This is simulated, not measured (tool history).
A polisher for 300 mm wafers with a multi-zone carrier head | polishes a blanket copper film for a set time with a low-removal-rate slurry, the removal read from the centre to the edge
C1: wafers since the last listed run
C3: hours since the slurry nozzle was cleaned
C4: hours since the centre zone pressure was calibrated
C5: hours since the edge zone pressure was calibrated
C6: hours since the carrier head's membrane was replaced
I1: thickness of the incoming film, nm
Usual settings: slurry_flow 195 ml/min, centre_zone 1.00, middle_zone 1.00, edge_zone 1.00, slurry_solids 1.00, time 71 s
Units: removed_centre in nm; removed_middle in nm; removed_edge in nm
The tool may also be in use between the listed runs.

{"run": 1, "hour": 0.0, "slurry_flow": 195, "centre_zone": 1.0, "middle_zone": 0.95, "edge_zone": 1.0, "slurry_solids": 0.7, "time": 84, "C1": 0, "wafers polished on this pad": 452, "C3": 94.4, "C4": 109.1, "C5": 536.3, "C6": 11.6, "I1": 1006.4, "removed_centre": 236.0, "removed_middle": 230.6, "removed_edge": 235.5}
{"run": 2, "hour": 17.0, "slurry_flow": 245, "centre_zone": 1.0, "middle_zone": 1.0, "edge_zone": 1.0, "slurry_solids": 0.9, "time": 71, "C1": 184, "wafers polished on this pad": 637, "C3": 111.4, "C4": 126.1, "C5": 553.3, "C6": 28.6, "I1": 1009.6, "removed_centre": 220.3, "removed_middle": 219.0, "removed_edge": 218.5}
{"run": 3, "hour": 34.5, "slurry_flow": 265, "centre_zone": 1.0, "middle_zone": 1.0, "edge_zone": 1.0, "slurry_solids": 1.0, "time": 54, "C1": 189, "wafers polished on this pad": 827, "C3": 128.9, "C4": 143.6, "C5": 570.8, "C6": 46.1, "I1": 1021.9, "removed_centre": 175.0, "removed_middle": 172.8, "removed_edge": 171.4}
{"hour": 39.1, "done": "edge zone pressure recalibrated"}
{"run": 4, "hour": 43.7, "slurry_flow": 195, "centre_zone": 1.0, "middle_zone": 1.0, "edge_zone": 0.89, "slurry_solids": 1.0, "time": 71, "C1": 78, "wafers polished on this pad": 905, "C3": 138.1, "C4": 152.8, "C5": 4.6, "C6": 55.3, "I1": 1000.4, "removed_centre": 223.8, "removed_middle": 216.1, "removed_edge": 209.3}
{"run": 5, "hour": 60.5, "slurry_flow": 195, "centre_zone": 1.06, "middle_zone": 1.0, "edge_zone": 1.0, "slurry_solids": 1.0, "time": 78, "C1": 182, "wafers polished on this pad": 1087, "C3": 154.9, "C4": 169.6, "C5": 21.4, "C6": 72.1, "I1": 1016.3, "removed_centre": 259.0, "removed_middle": 238.0, "removed_edge": 241.9}
{"hour": 75.1, "done": "worn pad replaced by a new one"}
{"run": 6, "hour": 78.5, "slurry_flow": 195, "centre_zone": 1.0, "middle_zone": 0.95, "edge_zone": 1.0, "slurry_solids": 0.7, "time": 84, "C1": 151, "wafers polished on this pad": 37, "C3": 172.9, "C4": 187.6, "C5": 39.4, "C6": 90.1, "I1": 1005.9, "removed_centre": 238.7, "removed_middle": 229.2, "removed_edge": 234.2}
{"run": 7, "hour": 88.4, "slurry_flow": 195, "centre_zone": 1.0, "middle_zone": 0.93, "edge_zone": 1.0, "slurry_solids": 1.0, "time": 50, "C1": 107, "wafers polished on this pad": 144, "C3": 182.8, "C4": 197.5, "C5": 49.3, "C6": 100.0, "I1": 994.0, "removed_centre": 158.0, "removed_middle": 146.7, "removed_edge": 155.7}
{"run": 8, "hour": 99.0, "slurry_flow": 145, "centre_zone": 1.0, "middle_zone": 1.0, "edge_zone": 0.96, "slurry_solids": 1.0, "time": 71, "C1": 115, "wafers polished on this pad": 259, "C3": 193.4, "C4": 208.1, "C5": 59.9, "C6": 110.6, "I1": 992.6, "removed_centre": 209.7, "removed_middle": 209.8, "removed_edge": 206.2}
{"run": 9, "hour": 110.3, "slurry_flow": 130, "centre_zone": 1.0, "middle_zone": 1.0, "edge_zone": 1.11, "slurry_solids": 1.0, "time": 71, "C1": 122, "wafers polished on this pad": 382, "C3": 204.7, "C4": 219.4, "C5": 71.2, "C6": 121.9, "I1": 1009.0, "removed_centre": 204.3, "removed_middle": 199.3, "removed_edge": 220.3}
{"run": 10, "hour": 118.3, "slurry_flow": 195, "centre_zone": 1.0, "middle_zone": 1.0, "edge_zone": 1.0, "slurry_solids": 1.0, "time": 71, "C1": 86, "wafers polished on this pad": 469, "C3": 212.7, "C4": 227.4, "C5": 79.2, "C6": 129.9, "I1": 996.9, "removed_centre": 218.1, "removed_middle": 217.9, "removed_edge": 220.4}
{"run": 11, "hour": 134.2, "slurry_flow": 195, "centre_zone": 1.0, "middle_zone": 1.0, "edge_zone": 0.88, "slurry_solids": 1.0, "time": 63, "C1": 172, "wafers polished on this pad": 641, "C3": 228.6, "C4": 243.3, "C5": 95.1, "C6": 145.8, "I1": 990.8, "removed_centre": 201.5, "removed_middle": 197.3, "removed_edge": 186.7}
{"run": 12, "hour": 146.9, "slurry_flow": 195, "centre_zone": 1.06, "middle_zone": 0.89, "edge_zone": 1.0, "slurry_solids": 1.1, "time": 47, "C1": 137, "wafers polished on this pad": 779, "C3": 241.3, "C4": 256.0, "C5": 107.8, "C6": 158.5, "I1": 1010.0, "removed_centre": 162.3, "removed_middle": 139.8, "removed_edge": 149.3}
{"run": 13, "hour": 162.7, "slurry_flow": 195, "centre_zone": 1.0, "middle_zone": 1.0, "edge_zone": 1.0, "slurry_solids": 1.0, "time": 71, "C1": 171, "wafers polished on this pad": 951, "C3": 257.1, "C4": 271.8, "C5": 123.6, "C6": 174.3, "I1": 983.4, "removed_centre": 227.5, "removed_middle": 224.5, "removed_edge": 223.8}
{"run": 14, "hour": 174.7, "slurry_flow": 225, "centre_zone": 0.93, "middle_zone": 1.03, "edge_zone": 1.0, "slurry_solids": 1.1, "time": 71, "C1": 130, "wafers polished on this pad": 1081, "C3": 269.1, "C4": 283.8, "C5": 135.6, "C6": 186.3, "I1": 1009.0, "removed_centre": 220.6, "removed_middle": 235.7, "removed_edge": 227.7}
{"run": 15, "hour": 185.4, "slurry_flow": 230, "centre_zone": 1.0, "middle_zone": 0.89, "edge_zone": 1.0, "slurry_solids": 0.9, "time": 50, "C1": 116, "wafers polished on this pad": 1197, "C3": 279.8, "C4": 294.5, "C5": 146.3, "C6": 197.0, "I1": 1012.7, "removed_centre": 161.6, "removed_middle": 142.9, "removed_edge": 153.8}
{"hour": 203.3, "done": "worn pad replaced by a new one"}
{"run": 16, "hour": 203.8, "slurry_flow": 195, "centre_zone": 1.0, "middle_zone": 1.04, "edge_zone": 0.95, "slurry_solids": 0.9, "time": 71, "C1": 156, "wafers polished on this pad": 5, "C3": 298.2, "C4": 312.9, "C5": 164.7, "C6": 215.4, "I1": 1017.8, "removed_centre": 219.9, "removed_middle": 215.3, "removed_edge": 211.6}
{"run": 17, "hour": 209.7, "slurry_flow": 195, "centre_zone": 1.06, "middle_zone": 1.0, "edge_zone": 1.0, "slurry_solids": 0.75, "time": 71, "C1": 64, "wafers polished on this pad": 69, "C3": 304.1, "C4": 318.8, "C5": 170.6, "C6": 221.3, "I1": 999.5, "removed_centre": 221.8, "removed_middle": 202.1, "removed_edge": 202.0}
{"run": 18, "hour": 217.2, "slurry_flow": 195, "centre_zone": 1.0, "middle_zone": 1.0, "edge_zone": 1.0, "slurry_solids": 1.1, "time": 71, "C1": 81, "wafers polished on this pad": 151, "C3": 311.6, "C4": 326.3, "C5": 178.1, "C6": 228.8, "I1": 996.3, "removed_centre": 231.1, "removed_middle": 219.1, "removed_edge": 231.5}
{"run": 19, "hour": 225.0, "slurry_flow": 195, "centre_zone": 0.95, "middle_zone": 0.96, "edge_zone": 1.0, "slurry_solids": 1.15, "time": 71, "C1": 84, "wafers polished on this pad": 235, "C3": 319.4, "C4": 334.1, "C5": 185.9, "C6": 236.6, "I1": 1004.0, "removed_centre": 221.8, "removed_middle": 225.5, "removed_edge": 228.9}
{"run": 20, "hour": 240.2, "slurry_flow": 195, "centre_zone": 1.0, "middle_zone": 1.0, "edge_zone": 0.89, "slurry_solids": 1.0, "time": 90, "C1": 164, "wafers polished on this pad": 400, "C3": 334.6, "C4": 349.3, "C5": 201.1, "C6": 251.8, "I1": 998.0, "removed_centre": 293.9, "removed_middle": 275.0, "removed_edge": 265.4}
{"hour": 246.9, "done": "centre zone pressure recalibrated"}
{"run": 21, "hour": 251.2, "slurry_flow": 195, "centre_zone": 1.0, "middle_zone": 1.0, "edge_zone": 1.0, "slurry_solids": 1.0, "time": 71, "C1": 97, "wafers polished on this pad": 498, "C3": 345.6, "C4": 4.3, "C5": 212.1, "C6": 262.8, "I1": 985.2, "removed_centre": 213.2, "removed_middle": 216.0, "removed_edge": 220.4}

5 ways to go on from here, each from the tool as it stands after run 21. What would each give?
{"run": "A", "hour": 251.6, "slurry_flow": 195, "centre_zone": 1.0, "middle_zone": 1.1, "edge_zone": 1.0, "slurry_solids": 1.0, "time": 71, "C1": 4, "wafers polished on this pad": 502, "C3": 346.0, "C4": 4.7, "C5": 212.5, "C6": 263.2, "I1": 1005.2, "removed_centre": "?", "removed_middle": "?", "removed_edge": "?"}
{"run": "B", "hour": 251.6, "slurry_flow": 195, "centre_zone": 0.95, "middle_zone": 1.0, "edge_zone": 1.0, "slurry_solids": 1.0, "time": 61, "C1": 4, "wafers polished on this pad": 502, "C3": 346.0, "C4": 4.7, "C5": 212.5, "C6": 263.2, "I1": 1005.2, "removed_centre": "?", "removed_middle": "?", "removed_edge": "?"}
{"run": "C", "hour": 251.6, "slurry_flow": 195, "centre_zone": 1.0, "middle_zone": 1.0, "edge_zone": 1.0, "slurry_solids": 1.2, "time": 71, "C1": 4, "wafers polished on this pad": 502, "C3": 346.0, "C4": 4.7, "C5": 212.5, "C6": 263.2, "I1": 1005.2, "removed_centre": "?", "removed_middle": "?", "removed_edge": "?"}
{"run": "D", "hour": 251.6, "slurry_flow": 195, "centre_zone": 1.0, "middle_zone": 0.93, "edge_zone": 0.95, "slurry_solids": 1.0, "time": 71, "C1": 4, "wafers polished on this pad": 502, "C3": 346.0, "C4": 4.7, "C5": 212.5, "C6": 263.2, "I1": 1005.2, "removed_centre": "?", "removed_middle": "?", "removed_edge": "?"}
{"run": "E", "hour": 251.6, "slurry_flow": 265, "centre_zone": 0.96, "middle_zone": 1.11, "edge_zone": 1.0, "slurry_solids": 0.8, "time": 71, "C1": 4, "wafers polished on this pad": 502, "C3": 346.0, "C4": 4.7, "C5": 212.5, "C6": 263.2, "I1": 1005.2, "removed_centre": "?", "removed_middle": "?", "removed_edge": "?"}

run=A removed_centre=215.5 removed_middle=225.8 removed_edge=221.6
run=B removed_centre=175.8 removed_middle=184.4 removed_edge=190.6
run=C removed_centre=226.4 removed_middle=225.5 removed_edge=233.1
run=D removed_centre=215.4 removed_middle=206.8 removed_edge=216.6
run=E removed_centre=203.7 removed_middle=222.5 removed_edge=215.0
Without the tool's hidden state the same runs would have given:
run=A removed_centre=216.4 removed_middle=225.8 removed_edge=221.6
run=B removed_centre=176.4 removed_middle=184.4 removed_edge=190.6
run=C removed_centre=227.2 removed_middle=225.5 removed_edge=233.1
run=D removed_centre=216.2 removed_middle=206.8 removed_edge=216.6
run=E removed_centre=204.5 removed_middle=222.5 removed_edge=215.0
